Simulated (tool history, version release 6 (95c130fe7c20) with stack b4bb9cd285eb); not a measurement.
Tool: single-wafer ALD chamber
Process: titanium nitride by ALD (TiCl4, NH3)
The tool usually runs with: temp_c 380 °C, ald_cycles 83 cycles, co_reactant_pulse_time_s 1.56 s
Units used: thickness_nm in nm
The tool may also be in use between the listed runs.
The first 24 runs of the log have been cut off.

run	hour	temp_c	ald_cycles	co_reactant_pulse_time_s	wafers since the last listed run	hours since the last thermocouple change	hours since the showerhead was replaced	hours since the gauge calibration	read-back reference wafer on the same gauge, thickness_nm	thickness_nm
# hour 272.6: showerhead replaced
25	280.5	380	70	1.18	19	145.3	7.9	66.3	1.931	1.504
26	292	370	67	2.07	27	156.8	19.4	77.8	1.926	1.482
27	305.6	380	73	1.24	32	170.4	33	91.4	1.927	1.565
28	316.1	380	83	1	25	180.9	43.5	101.9	1.927	1.74
29	325.9	366	83	2.11	23	190.7	53.3	111.7	1.925	1.818
30	333.6	380	83	1.56	18	198.4	61	119.4	1.925	1.815
31	341.3	380	98	1.78	18	206.1	68.7	127.1	1.921	2.165
32	355.6	380	83	1.14	34	220.4	83	141.4	1.922	1.77

Consider 3 possible next runs. They are alternatives, not a sequence: every one starts from the tool as it was left by run 32. What does each give?
A	356.2	380	83	1.56	1	221	83.6	142	?	?
B	356.2	391	74	1.88	1	221	83.6	142	?	?
C	356.2	373	83	2.07	1	221	83.6	142	?	?

run	read-back reference wafer on the same gauge, thickness_nm	thickness_nm
A	1.92	1.82
B	1.92	1.66
C	1.92	1.844
Without the tool's unlogged condition, the same runs would have read:
run	thickness_nm
A	1.837
B	1.676
C	1.862

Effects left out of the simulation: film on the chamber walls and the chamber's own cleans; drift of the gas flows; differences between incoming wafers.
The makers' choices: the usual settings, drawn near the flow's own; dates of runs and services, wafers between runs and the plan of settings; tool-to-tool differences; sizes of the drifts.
